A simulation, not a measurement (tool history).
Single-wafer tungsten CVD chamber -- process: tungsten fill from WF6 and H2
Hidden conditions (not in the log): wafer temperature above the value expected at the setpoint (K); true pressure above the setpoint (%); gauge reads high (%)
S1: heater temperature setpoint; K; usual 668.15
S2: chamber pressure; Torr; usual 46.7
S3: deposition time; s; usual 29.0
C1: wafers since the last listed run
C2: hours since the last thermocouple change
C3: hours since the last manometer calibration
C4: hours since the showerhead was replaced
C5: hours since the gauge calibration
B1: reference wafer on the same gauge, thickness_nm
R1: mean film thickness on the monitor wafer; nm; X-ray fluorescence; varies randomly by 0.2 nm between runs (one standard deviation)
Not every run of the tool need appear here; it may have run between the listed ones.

run	day	S1	S2	S3	C1	C2	C3	C4	C5	B1	R1
1	0.000	668.15	46.7	29.0	0	748.8	798.0	2091.3	11.6	109.465	92.681
2	5.471	668.15	46.7	29.0	2257	880.1	929.3	2222.6	142.9	109.418	93.000
3	7.417	668.15	46.7	29.0	802	926.8	976.0	2269.3	189.6	109.448	93.110
4	10.267	668.15	46.7	29.0	1176	995.2	1044.4	2337.7	258.0	109.387	92.933
5	12.100	668.15	46.7	29.0	756	1039.2	1088.4	2381.7	302.0	109.334	92.708
6	14.092	668.15	46.7	29.0	821	1087.0	1136.2	2429.5	349.8	109.429	92.630
# day 17.896: capacitance manometer re-zeroed and calibrated
7	20.083	668.15	46.7	29.0	2335	1230.8	52.5	2573.3	493.6	109.408	93.572
# day 20.846: gauge calibrated
# day 22.162: showerhead replaced
8	23.421	657.15	51.7	29.0	1239	1310.9	132.6	30.2	61.8	109.364	82.069
9	25.796	657.15	51.7	29.0	980	1367.9	189.6	87.2	118.8	109.379	81.992
10	27.825	674.15	53.6	32.7	837	1416.6	238.3	135.9	167.5	109.356	125.416
11	29.938	668.15	46.7	29.0	871	1467.3	289.0	186.6	218.2	109.393	93.066
# day 30.329: thermocouple changed; heater temperature recalibrated
12	31.433	668.15	43.5	29.0	479	26.5	324.9	222.5	254.1	109.312	89.812
13	33.304	668.15	38.1	33.6	772	71.4	369.8	267.4	299.0	109.384	96.283
14	34.771	660.15	54.8	26.2	605	106.6	405.0	302.6	334.2	109.467	80.208
15	37.717	683.15	46.7	31.6	1215	177.3	475.7	373.3	404.9	109.374	129.035
16	39.612	683.15	46.7	31.6	782	222.8	521.2	418.8	450.4	109.392	128.832
17	42.121	668.15	46.7	29.0	1035	283.0	581.4	479.0	510.6	109.410	93.382
# day 42.229: gauge calibrated
18	44.371	658.15	55.9	33.9	928	337.0	635.4	533.0	51.4	109.410	101.552
19	45.788	668.15	46.7	33.3	584	371.0	669.4	567.0	85.4	109.382	107.115

3 ways to go on from here, each from the tool as it stands after run 19. What would each give?
A	45.804	668.15	46.7	29.0	6	371.4	669.8	567.4	85.8	?	?
B	45.804	682.15	46.7	25.8	6	371.4	669.8	567.4	85.8	?	?
C	45.804	654.15	52.8	29.0	6	371.4	669.8	567.4	85.8	?	?

run	B1	R1
A	109.350	93.389
B	109.350	103.761
C	109.350	78.640
Without the tool's hidden state the same runs would have given:
run	R1
A	94.108
B	104.560
C	79.229
